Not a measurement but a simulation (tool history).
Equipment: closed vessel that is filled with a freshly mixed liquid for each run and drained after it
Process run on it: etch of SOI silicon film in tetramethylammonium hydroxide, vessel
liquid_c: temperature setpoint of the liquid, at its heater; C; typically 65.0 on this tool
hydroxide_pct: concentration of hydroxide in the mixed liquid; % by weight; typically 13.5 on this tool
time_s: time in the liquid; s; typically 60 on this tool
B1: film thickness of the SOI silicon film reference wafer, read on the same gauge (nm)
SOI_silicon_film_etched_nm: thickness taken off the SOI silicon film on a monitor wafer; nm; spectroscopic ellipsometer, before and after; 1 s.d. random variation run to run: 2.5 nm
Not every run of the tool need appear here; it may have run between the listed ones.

run 1 hour=0.0 | liquid_c=65.0 hydroxide_pct=13.5 time_s=60 | B1=100.01 | SOI_silicon_film_etched_nm=290.00
run 2 hour=41.5 | liquid_c=65.0 hydroxide_pct=13.5 time_s=60 | B1=99.98 | SOI_silicon_film_etched_nm=288.17
run 3 hour=105.1 | liquid_c=65.0 hydroxide_pct=13.5 time_s=60 | B1=99.99 | SOI_silicon_film_etched_nm=288.30
run 4 hour=139.6 | liquid_c=65.0 hydroxide_pct=13.5 time_s=60 | B1=99.97 | SOI_silicon_film_etched_nm=291.75
run 5 hour=207.9 | liquid_c=60.5 hydroxide_pct=13.5 time_s=60 | B1=99.99 | SOI_silicon_film_etched_nm=218.90
run 6 hour=256.1 | liquid_c=60.5 hydroxide_pct=13.5 time_s=60 | B1=100.01 | SOI_silicon_film_etched_nm=220.00
run 7 hour=288.0 | liquid_c=65.0 hydroxide_pct=13.5 time_s=60 | B1=99.99 | SOI_silicon_film_etched_nm=296.42
run 8 hour=316.3 | liquid_c=59.0 hydroxide_pct=13.5 time_s=60 | B1=99.99 | SOI_silicon_film_etched_nm=202.10
run 9 hour=382.5 | liquid_c=59.0 hydroxide_pct=13.5 time_s=60 | B1=100.00 | SOI_silicon_film_etched_nm=204.51
run 10 hour=451.6 | liquid_c=65.0 hydroxide_pct=13.5 time_s=60 | B1=100.01 | SOI_silicon_film_etched_nm=289.85
run 11 hour=510.9 | liquid_c=65.0 hydroxide_pct=13.5 time_s=60 | B1=99.99 | SOI_silicon_film_etched_nm=291.42
run 12 hour=536.1 | liquid_c=65.0 hydroxide_pct=13.5 time_s=60 | B1=100.01 | SOI_silicon_film_etched_nm=297.22
run 13 hour=579.1 | liquid_c=65.0 hydroxide_pct=13.5 time_s=60 | B1=99.99 | SOI_silicon_film_etched_nm=293.54
run 14 hour=612.7 | liquid_c=65.0 hydroxide_pct=13.5 time_s=60 | B1=100.00 | SOI_silicon_film_etched_nm=290.53
-- hour=634.1 gauge calibrated
run 15 hour=643.1 | liquid_c=60.5 hydroxide_pct=15.5 time_s=60 | B1=100.01 | SOI_silicon_film_etched_nm=208.15
run 16 hour=705.3 | liquid_c=65.0 hydroxide_pct=13.5 time_s=60 | B1=100.02 | SOI_silicon_film_etched_nm=291.87
-- hour=729.5 thermometer replaced
run 17 hour=736.8 | liquid_c=68.0 hydroxide_pct=13.5 time_s=30 | B1=99.99 | SOI_silicon_film_etched_nm=190.20
run 18 hour=793.5 | liquid_c=62.5 hydroxide_pct=10.0 time_s=75 | B1=100.00 | SOI_silicon_film_etched_nm=381.59
run 19 hour=850.9 | liquid_c=65.0 hydroxide_pct=13.5 time_s=60 | B1=100.01 | SOI_silicon_film_etched_nm=316.59
-- hour=853.8 hydroxide flow meter replaced
run 20 hour=900.9 | liquid_c=70.5 hydroxide_pct=13.5 time_s=60 | B1=100.00 | SOI_silicon_film_etched_nm=416.04
run 21 hour=925.6 | liquid_c=65.0 hydroxide_pct=17.0 time_s=80 | B1=100.00 | SOI_silicon_film_etched_nm=360.84
run 22 hour=984.7 | liquid_c=65.0 hydroxide_pct=13.5 time_s=60 | B1=100.01 | SOI_silicon_film_etched_nm=302.19
run 23 hour=1036.2 | liquid_c=69.0 hydroxide_pct=12.0 time_s=60 | B1=99.99 | SOI_silicon_film_etched_nm=402.39
run 24 hour=1077.7 | liquid_c=57.5 hydroxide_pct=10.5 time_s=60 | B1=100.01 | SOI_silicon_film_etched_nm=209.28
run 25 hour=1104.0 | liquid_c=63.0 hydroxide_pct=12.0 time_s=35 | B1=100.00 | SOI_silicon_film_etched_nm=166.90
run 26 hour=1162.6 | liquid_c=70.5 hydroxide_pct=12.5 time_s=60 | B1=100.01 | SOI_silicon_film_etched_nm=427.13
run 27 hour=1232.6 | liquid_c=60.0 hydroxide_pct=12.5 time_s=50 | B1=100.00 | SOI_silicon_film_etched_nm=190.52

Below are 3 alternative next runs, each starting from the tool's condition after run 27. Predict each:
run A hour=1233.3 | liquid_c=62.5 hydroxide_pct=13.5 time_s=60 | B1=? | SOI_silicon_film_etched_nm=?
run B hour=1233.3 | liquid_c=59.0 hydroxide_pct=13.5 time_s=45 | B1=? | SOI_silicon_film_etched_nm=?
run C hour=1233.3 | liquid_c=72.0 hydroxide_pct=16.5 time_s=60 | B1=? | SOI_silicon_film_etched_nm=?

run=A B1=99.97 SOI_silicon_film_etched_nm=260.87
run=B B1=99.97 SOI_silicon_film_etched_nm=157.35
run=C B1=99.97 SOI_silicon_film_etched_nm=420.07
Take away the tool's hidden state, keep each run's random variation, and the runs would have read:
run=A SOI_silicon_film_etched_nm=260.29
run=B SOI_silicon_film_etched_nm=157.06
run=C SOI_silicon_film_etched_nm=420.56

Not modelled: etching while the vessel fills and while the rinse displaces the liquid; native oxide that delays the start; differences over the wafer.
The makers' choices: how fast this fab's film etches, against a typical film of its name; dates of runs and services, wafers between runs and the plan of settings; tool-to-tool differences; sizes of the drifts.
